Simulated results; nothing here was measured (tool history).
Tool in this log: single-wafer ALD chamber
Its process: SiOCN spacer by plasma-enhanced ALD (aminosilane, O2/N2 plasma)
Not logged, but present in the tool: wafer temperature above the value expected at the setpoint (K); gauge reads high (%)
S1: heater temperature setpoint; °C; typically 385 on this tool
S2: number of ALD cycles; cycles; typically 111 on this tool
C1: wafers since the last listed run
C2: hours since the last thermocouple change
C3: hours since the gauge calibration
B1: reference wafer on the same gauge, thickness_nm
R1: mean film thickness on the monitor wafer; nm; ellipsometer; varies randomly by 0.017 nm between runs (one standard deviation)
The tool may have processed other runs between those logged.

run 1 hour=0.0 | S1=385 S2=111 | C1=0 C2=2745.5 C3=264.5 | B1=5.890 | R1=6.624
run 2 hour=18.2 | S1=385 S2=111 | C1=42 C2=2763.7 C3=282.7 | B1=5.890 | R1=6.639
run 3 hour=46.2 | S1=385 S2=111 | C1=65 C2=2791.7 C3=310.7 | B1=5.891 | R1=6.608
run 4 hour=73.2 | S1=385 S2=111 | C1=62 C2=2818.7 C3=337.7 | B1=5.882 | R1=6.616
run 5 hour=97.6 | S1=385 S2=111 | C1=56 C2=2843.1 C3=362.1 | B1=5.891 | R1=6.605
run 6 hour=127.2 | S1=385 S2=111 | C1=68 C2=2872.7 C3=391.7 | B1=5.890 | R1=6.645
run 7 hour=153.5 | S1=385 S2=111 | C1=61 C2=2899.0 C3=418.0 | B1=5.893 | R1=6.629
run 8 hour=182.5 | S1=385 S2=111 | C1=67 C2=2928.0 C3=447.0 | B1=5.894 | R1=6.655
run 9 hour=204.7 | S1=385 S2=111 | C1=51 C2=2950.2 C3=469.2 | B1=5.887 | R1=6.641
run 10 hour=221.8 | S1=385 S2=111 | C1=39 C2=2967.3 C3=486.3 | B1=5.885 | R1=6.628
-- hour=236.3 thermocouple changed; heater temperature recalibrated
run 11 hour=236.8 | S1=385 S2=111 | C1=16 C2=0.5 C3=501.3 | B1=5.890 | R1=6.643
run 12 hour=269.4 | S1=377 S2=111 | C1=75 C2=33.1 C3=533.9 | B1=5.891 | R1=6.624
run 13 hour=303.2 | S1=385 S2=111 | C1=78 C2=66.9 C3=567.7 | B1=5.888 | R1=6.659
run 14 hour=316.2 | S1=385 S2=111 | C1=30 C2=79.9 C3=580.7 | B1=5.891 | R1=6.633
run 15 hour=348.8 | S1=374 S2=123 | C1=75 C2=112.5 C3=613.3 | B1=5.893 | R1=7.329
run 16 hour=377.1 | S1=385 S2=130 | C1=65 C2=140.8 C3=641.6 | B1=5.890 | R1=7.791
run 17 hour=389.2 | S1=385 S2=111 | C1=28 C2=152.9 C3=653.7 | B1=5.888 | R1=6.659
run 18 hour=405.2 | S1=380 S2=130 | C1=37 C2=168.9 C3=669.7 | B1=5.895 | R1=7.777
run 19 hour=437.5 | S1=385 S2=111 | C1=75 C2=201.2 C3=702.0 | B1=5.887 | R1=6.621
run 20 hour=465.9 | S1=378 S2=118 | C1=66 C2=229.6 C3=730.4 | B1=5.892 | R1=7.047
-- hour=486.7 gauge calibrated
run 21 hour=532.1 | S1=385 S2=111 | C1=153 C2=295.8 C3=45.4 | B1=5.890 | R1=6.624
run 22 hour=560.7 | S1=385 S2=111 | C1=66 C2=324.4 C3=74.0 | B1=5.893 | R1=6.662

Run 23, settings as shown, results not yet in. Your forecast:
run 23 hour=577.9 | S1=385 S2=125 | C1=39 C2=341.6 C3=91.2 | B1=? | R1=?

Run 23 measured B1 5.891, R1 7.441 nm.
Without the tool's hidden state the same run would have given R1 7.441 nm.
